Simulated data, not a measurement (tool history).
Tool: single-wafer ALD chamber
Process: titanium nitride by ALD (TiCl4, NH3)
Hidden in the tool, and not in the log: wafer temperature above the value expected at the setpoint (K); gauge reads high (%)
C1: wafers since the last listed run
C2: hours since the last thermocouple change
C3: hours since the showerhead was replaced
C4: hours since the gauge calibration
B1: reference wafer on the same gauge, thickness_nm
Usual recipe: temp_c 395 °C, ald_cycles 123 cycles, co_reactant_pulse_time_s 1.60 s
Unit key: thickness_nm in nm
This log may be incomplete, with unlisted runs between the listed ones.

Run 1, hour 0.0: usual settings but co_reactant_pulse_time_s 1.10 s; C1 0; C2 751.7; C3 3640.5; C4 385.8; B1 2.621. Result: thickness_nm 2.682 nm.
Run 2, hour 13.0: usual settings but co_reactant_pulse_time_s 1.10 s; C1 27; C2 764.7; C3 3653.5; C4 398.8; B1 2.621. Result: thickness_nm 2.700 nm.
Run 3, hour 42.3: usual settings but co_reactant_pulse_time_s 1.10 s; C1 60; C2 794.0; C3 3682.8; C4 428.1; B1 2.617. Result: thickness_nm 2.680 nm.
Run 4, hour 67.5: usual settings; C1 52; C2 819.2; C3 3708.0; C4 453.3; B1 2.616. Result: thickness_nm 2.797 nm.
Run 5, hour 96.8: usual settings but temp_c 388 °C; C1 60; C2 848.5; C3 3737.3; C4 482.6; B1 2.615. Result: thickness_nm 2.785 nm.
Run 6, hour 204.6: usual settings; C1 224; C2 956.3; C3 3845.1; C4 590.4; B1 2.611. Result: thickness_nm 2.786 nm.
Run 7, hour 229.9: usual settings; C1 52; C2 981.6; C3 3870.4; C4 615.7; B1 2.611. Result: thickness_nm 2.789 nm.
Run 8, hour 259.6: usual settings; C1 61; C2 1011.3; C3 3900.1; C4 645.4; B1 2.612. Result: thickness_nm 2.801 nm.
Run 9, hour 284.2: usual settings; C1 51; C2 1035.9; C3 3924.7; C4 670.0; B1 2.612. Result: thickness_nm 2.781 nm.
Run 10, hour 317.5: usual settings; C1 69; C2 1069.2; C3 3958.0; C4 703.3; B1 2.609. Result: thickness_nm 2.795 nm.
Run 11, hour 347.7: usual settings; C1 62; C2 1099.4; C3 3988.2; C4 733.5; B1 2.610. Result: thickness_nm 2.782 nm.
At hour 375.8: thermocouple changed; heater temperature recalibrated.
Run 12, hour 376.3: usual settings; C1 42; C2 0.5; C3 4016.8; C4 762.1; B1 2.607. Result: thickness_nm 2.801 nm.
Run 13, hour 393.6: usual settings; C1 35; C2 17.8; C3 4034.1; C4 779.4; B1 2.608. Result: thickness_nm 2.788 nm.
Run 14, hour 420.2: usual settings; C1 55; C2 44.4; C3 4060.7; C4 806.0; B1 2.610. Result: thickness_nm 2.794 nm.
Run 15, hour 440.8: usual settings; C1 42; C2 65.0; C3 4081.3; C4 826.6; B1 2.609. Result: thickness_nm 2.783 nm.
Run 16, hour 464.8: usual settings; C1 49; C2 89.0; C3 4105.3; C4 850.6; B1 2.608. Result: thickness_nm 2.794 nm.
Run 17, hour 494.5: usual settings but temp_c 381 °C, ald_cycles 101 cycles; C1 61; C2 118.7; C3 4135.0; C4 880.3; B1 2.607. Result: thickness_nm 2.256 nm.
Run 18, hour 513.9: usual settings but ald_cycles 112 cycles, co_reactant_pulse_time_s 1.97 s; C1 40; C2 138.1; C3 4154.4; C4 899.7; B1 2.606. Result: thickness_nm 2.574 nm.
Run 19, hour 542.2: usual settings but temp_c 386 °C, co_reactant_pulse_time_s 1.24 s; C1 58; C2 166.4; C3 4182.7; C4 928.0; B1 2.610. Result: thickness_nm 2.675 nm.
Run 20, hour 567.7: usual settings but temp_c 391 °C, ald_cycles 115 cycles, co_reactant_pulse_time_s 2.19 s; C1 53; C2 191.9; C3 4208.2; C4 953.5; B1 2.606. Result: thickness_nm 2.650 nm.
Run 21, hour 586.6: usual settings but temp_c 387 °C, ald_cycles 148 cycles; C1 39; C2 210.8; C3 4227.1; C4 972.4; B1 2.608. Result: thickness_nm 3.328 nm.
Run 22, hour 601.1: usual settings but temp_c 407 °C, ald_cycles 111 cycles, co_reactant_pulse_time_s 1.29 s; C1 30; C2 225.3; C3 4241.6; C4 986.9; B1 2.607. Result: thickness_nm 2.489 nm.
Run 23, hour 630.9: usual settings; C1 61; C2 255.1; C3 4271.4; C4 1016.7; B1 2.606. Result: thickness_nm 2.783 nm.
At hour 669.9: showerhead replaced.
At hour 687.8: gauge calibrated.
Run 24, hour 716.7: usual settings; C1 161; C2 340.9; C3 46.8; C4 28.9; B1 2.649. Result: thickness_nm 2.843 nm.
Run 25, hour 814.4: usual settings but temp_c 406 °C, ald_cycles 136 cycles, co_reactant_pulse_time_s 1.00 s; C1 203; C2 438.6; C3 144.5; C4 126.6; B1 2.641. Result: thickness_nm 2.979 nm.
Run 26, hour 841.0: usual settings but temp_c 400 °C, ald_cycles 109 cycles, co_reactant_pulse_time_s 1.88 s; C1 55; C2 465.2; C3 171.1; C4 153.2; B1 2.637. Result: thickness_nm 2.528 nm.
Run 27, hour 859.1: usual settings but temp_c 404 °C, ald_cycles 143 cycles, co_reactant_pulse_time_s 2.00 s; C1 37; C2 483.3; C3 189.2; C4 171.3; B1 2.633. Result: thickness_nm 3.338 nm.
Run 28, hour 891.8: usual settings but temp_c 383 °C; C1 67; C2 516.0; C3 221.9; C4 204.0; B1 2.633. Result: thickness_nm 2.775 nm.
Run 29, hour 905.1: usual settings but temp_c 389 °C, ald_cycles 135 cycles, co_reactant_pulse_time_s 1.98 s; C1 27; C2 529.3; C3 235.2; C4 217.3; B1 2.631. Result: thickness_nm 3.118 nm.
Run 30, hour 930.5: usual settings but temp_c 402 °C, ald_cycles 105 cycles, co_reactant_pulse_time_s 2.07 s; C1 52; C2 554.7; C3 260.6; C4 242.7; B1 2.628. Result: thickness_nm 2.459 nm.
Run 31, hour 966.3: usual settings but temp_c 403 °C, co_reactant_pulse_time_s 1.07 s; C1 74; C2 590.5; C3 296.4; C4 278.5; B1 2.626. Result: thickness_nm 2.707 nm.
Run 32, hour 980.7: usual settings but temp_c 400 °C, ald_cycles 133 cycles, co_reactant_pulse_time_s 1.97 s; C1 29; C2 604.9; C3 310.8; C4 292.9; B1 2.624. Result: thickness_nm 3.094 nm.
Run 33, hour 997.7: usual settings; C1 35; C2 621.9; C3 327.8; C4 309.9; B1 2.621. Result: thickness_nm 2.802 nm.

Per-run results on a tool with no hidden state, each run keeping its own random variation:
run  thickness_nm
  1         2.713
  2         2.732
  3         2.713
  4         2.832
  5         2.821
  6         2.826
  7         2.830
  8         2.842
  9         2.823
 10         2.838
 11         2.826
 12         2.845
 13         2.833
 14         2.839
 15         2.828
 16         2.840
 17         2.294
 18         2.617
 19         2.720
 20         2.694
 21         3.384
 22         2.531
 23         2.831
 24         2.845
 25         2.993
 26         2.542
 27         3.359
 28         2.795
 29         3.142
 30         2.480
 31         2.732
 32         3.124
 33         2.830
